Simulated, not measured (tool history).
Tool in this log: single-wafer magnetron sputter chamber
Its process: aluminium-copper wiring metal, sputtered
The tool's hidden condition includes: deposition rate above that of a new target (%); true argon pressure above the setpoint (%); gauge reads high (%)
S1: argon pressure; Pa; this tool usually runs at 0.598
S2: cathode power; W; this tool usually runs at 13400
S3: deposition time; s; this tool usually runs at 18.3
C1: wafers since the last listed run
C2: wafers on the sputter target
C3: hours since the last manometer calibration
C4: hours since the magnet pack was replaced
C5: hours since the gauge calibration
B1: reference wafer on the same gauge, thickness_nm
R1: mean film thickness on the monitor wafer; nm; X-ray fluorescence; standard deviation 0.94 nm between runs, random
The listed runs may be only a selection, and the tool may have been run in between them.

Run 1, hour 0.0: usual settings; C1 0; C2 5669; C3 2319.1; C4 8314.5; C5 296.2; B1 350.300. Result: R1 382.800 nm.
Run 2, hour 16.0: usual settings; C1 706; C2 6376; C3 2335.1; C4 8330.5; C5 312.2; B1 350.231. Result: R1 381.602 nm.
Run 3, hour 29.4: usual settings; C1 592; C2 6968; C3 2348.5; C4 8343.9; C5 325.6; B1 350.123. Result: R1 382.740 nm.
At hour 50.9: gauge calibrated.
At hour 52.6: sputter target and shields replaced.
Run 4, hour 62.5: usual settings but S3 17.3 s; C1 1108; C2 439; C3 2381.6; C4 8377.0; C5 11.6; B1 349.896. Result: R1 360.991 nm.
Run 5, hour 76.9: usual settings but S3 19.7 s; C1 636; C2 1075; C3 2396.0; C4 8391.4; C5 26.0; B1 350.148. Result: R1 411.539 nm.
Run 6, hour 106.5: usual settings; C1 1307; C2 2383; C3 2425.6; C4 8421.0; C5 55.6; B1 349.846. Result: R1 383.523 nm.
Run 7, hour 130.6: usual settings; C1 1064; C2 3448; C3 2449.7; C4 8445.1; C5 79.7; B1 350.100. Result: R1 380.659 nm.
Run 8, hour 143.2: usual settings; C1 556; C2 4004; C3 2462.3; C4 8457.7; C5 92.3; B1 349.781. Result: R1 381.514 nm.
Run 9, hour 156.1: usual settings; C1 569; C2 4574; C3 2475.2; C4 8470.6; C5 105.2; B1 350.016. Result: R1 383.616 nm.
Run 10, hour 178.4: usual settings; C1 985; C2 5559; C3 2497.5; C4 8492.9; C5 127.5; B1 349.686. Result: R1 383.518 nm.
Run 11, hour 191.1: usual settings; C1 561; C2 6121; C3 2510.2; C4 8505.6; C5 140.2; B1 350.012. Result: R1 383.733 nm.
Run 12, hour 211.2: usual settings; C1 888; C2 7009; C3 2530.3; C4 8525.7; C5 160.3; B1 349.988. Result: R1 384.414 nm.
At hour 220.6: sputter target and shields replaced.
At hour 224.3: magnet pack replaced.
At hour 226.5: capacitance manometer re-zeroed and calibrated.
Run 13, hour 237.5: usual settings; C1 546; C2 486; C3 11.0; C4 13.2; C5 186.6; B1 350.212. Result: R1 383.532 nm.
Run 14, hour 263.4: usual settings; C1 1144; C2 1630; C3 36.9; C4 39.1; C5 212.5; B1 350.114. Result: R1 381.213 nm.
Run 15, hour 298.0: usual settings; C1 1528; C2 3159; C3 71.5; C4 73.7; C5 247.1; B1 349.759. Result: R1 383.663 nm.
Run 16, hour 311.3: usual settings but S1 0.805 Pa, S2 11150 W, S3 21.0 s; C1 587; C2 3746; C3 84.8; C4 87.0; C5 260.4; B1 350.143. Result: R1 348.622 nm.
Run 17, hour 327.2: usual settings; C1 702; C2 4449; C3 100.7; C4 102.9; C5 276.3; B1 350.210. Result: R1 382.762 nm.
Run 18, hour 358.8: usual settings but S2 15850 W; C1 1396; C2 5845; C3 132.3; C4 134.5; C5 307.9; B1 349.890. Result: R1 435.829 nm.
At hour 374.5: sputter target and shields replaced.
Run 19, hour 388.4: usual settings; C1 954; C2 613; C3 161.9; C4 164.1; C5 337.5; B1 350.068. Result: R1 382.152 nm.
Run 20, hour 410.6: usual settings but S3 20.4 s; C1 980; C2 1594; C3 184.1; C4 186.3; C5 359.7; B1 350.126. Result: R1 425.969 nm.
At hour 434.3: gauge calibrated.
Run 21, hour 443.2: usual settings but S1 0.734 Pa, S2 14350 W, S3 21.5 s; C1 1440; C2 3034; C3 216.7; C4 218.9; C5 8.9; B1 350.105. Result: R1 446.405 nm.
Run 22, hour 465.3: usual settings but S2 11350 W, S3 19.8 s; C1 976; C2 4010; C3 238.8; C4 241.0; C5 31.0; B1 350.200. Result: R1 367.742 nm.
Run 23, hour 496.0: usual settings but S2 11750 W; C1 1356; C2 5367; C3 269.5; C4 271.7; C5 61.7; B1 349.952. Result: R1 348.217 nm.

Estimate the outcome of run 24 from the log above:
Run 24, hour 520.1: usual settings but S1 0.473 Pa; C1 1064; C2 6432; C3 293.6; C4 295.8; C5 85.8; B1 ?. Result: R1 ?.

Run 24 came out at B1 349.778, R1 403.313 nm.
Take away the tool's hidden state, keep the run-to-run variation as it was, and the same run would have given R1 403.313 nm.
